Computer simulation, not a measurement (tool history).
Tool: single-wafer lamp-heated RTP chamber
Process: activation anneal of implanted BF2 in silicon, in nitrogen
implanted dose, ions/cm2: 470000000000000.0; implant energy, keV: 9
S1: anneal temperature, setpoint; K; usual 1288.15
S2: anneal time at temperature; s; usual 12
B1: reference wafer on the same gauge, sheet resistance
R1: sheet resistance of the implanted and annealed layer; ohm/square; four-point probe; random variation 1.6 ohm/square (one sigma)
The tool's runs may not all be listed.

run,hour,S1,S2,B1,R1
1,0,1288.15,12,280.82,318.95
2,16.3,1288.15,12,281.25,321.07
3,32,1288.15,12,280.59,316.96
4,49.7,1288.15,12,281.21,318.18
5,62.4,1288.15,12,280.93,319.68
6,69.2,1288.15,8,280.67,330.38
7,81.7,1288.15,12,281.28,324.21
8,89,1288.15,12,280.93,323.74
9,97.7,1288.15,12,281.05,322.57
10,110.3,1288.15,12,280.71,320.95
11,118.6,1288.15,12,281.44,318.13
12,128.4,1288.15,12,281.3,330.77
13,133.7,1288.15,12,281.02,333.03
14,148.4,1288.15,10,280.9,334.01
15,155.4,1268.15,12,280.67,348.69
16,172.1,1288.15,12,280.68,328.44
17,179.3,1280.15,12,281.15,336.8
18,192.7,1280.15,12,281.45,332.96
19,206.3,1288.15,7,281.29,340.08
20,220.5,1288.15,12,280.86,324.13
21,235,1308.15,18,281,292.47
22,249.2,1303.15,5,280.75,343.51
23,264.2,1305.15,18,281,298.56
24,279.2,1288.15,12,281.19,325.97
25,294,1314.15,18,280.78,285.16
26,300.2,1279.15,17,280.83,324.4
27,309.5,1288.15,12,281.1,322.57
28,318.9,1261.15,15,281.06,342.21
29,333.6,1288.15,12,281.29,324.07
30,343.2,1272.15,12,280.96,336.7
31,351.9,1258.15,17,281.01,342.21
32,361.6,1311.15,14,281.19,294.67
33,372.9,1277.15,16,280.92,322.57
34,388.9,1269.15,16,280.81,332.52
35,404.2,1288.15,6,280.79,335.6
36,416.5,1266.15,7,281.11,372.83
37,424.7,1302.15,19,280.67,294.69

Taken out of this log: 5 entries between the listed runs. Where each belongs, and how the hidden state differs across it:
Between runs 6 and 7: reflector plate cleaned (hour 79.4)
  true wafer temperature minus pyrometer reading, K: 12.7 -> 13.1; wafer temperature error from the tarnished reflector plate, K: 7.89 -> 0.764
  measured less the result without the state, R1: -21.03 -> -13.11 ohm/square
Between runs 11 and 12: pyrometer window cleaned and pyrometer calibrated (hour 127.9)
  true wafer temperature minus pyrometer reading, K: 14.5 -> 1.7; wafer temperature error from the tarnished reflector plate, K: 4.27 -> 4.91
  measured less the result without the state, R1: -17.42 -> -6.42 ohm/square
Between runs 21 and 22: reflector plate cleaned (hour 248.7)
  true wafer temperature minus pyrometer reading, K: 5.63 -> 6.15; wafer temperature error from the tarnished reflector plate, K: 8.11 -> 0.512
  measured less the result without the state, R1: -14.93 -> -7.37 ohm/square
Between runs 24 and 25: gauge calibrated (hour 279.7)
  true wafer temperature minus pyrometer reading, K: 7.26 -> 7.8; wafer temperature error from the tarnished reflector plate, K: 3.59 -> 4.66
  measured less the result without the state, R1: -10.3 -> -12.94 ohm/square
Between runs 35 and 36: reflector plate cleaned (hour 415.5)
  true wafer temperature minus pyrometer reading, K: 11.9 -> 12.3; wafer temperature error from the tarnished reflector plate, K: 8.09 -> 0.244
  measured less the result without the state, R1: -23.18 -> -23.95 ohm/square

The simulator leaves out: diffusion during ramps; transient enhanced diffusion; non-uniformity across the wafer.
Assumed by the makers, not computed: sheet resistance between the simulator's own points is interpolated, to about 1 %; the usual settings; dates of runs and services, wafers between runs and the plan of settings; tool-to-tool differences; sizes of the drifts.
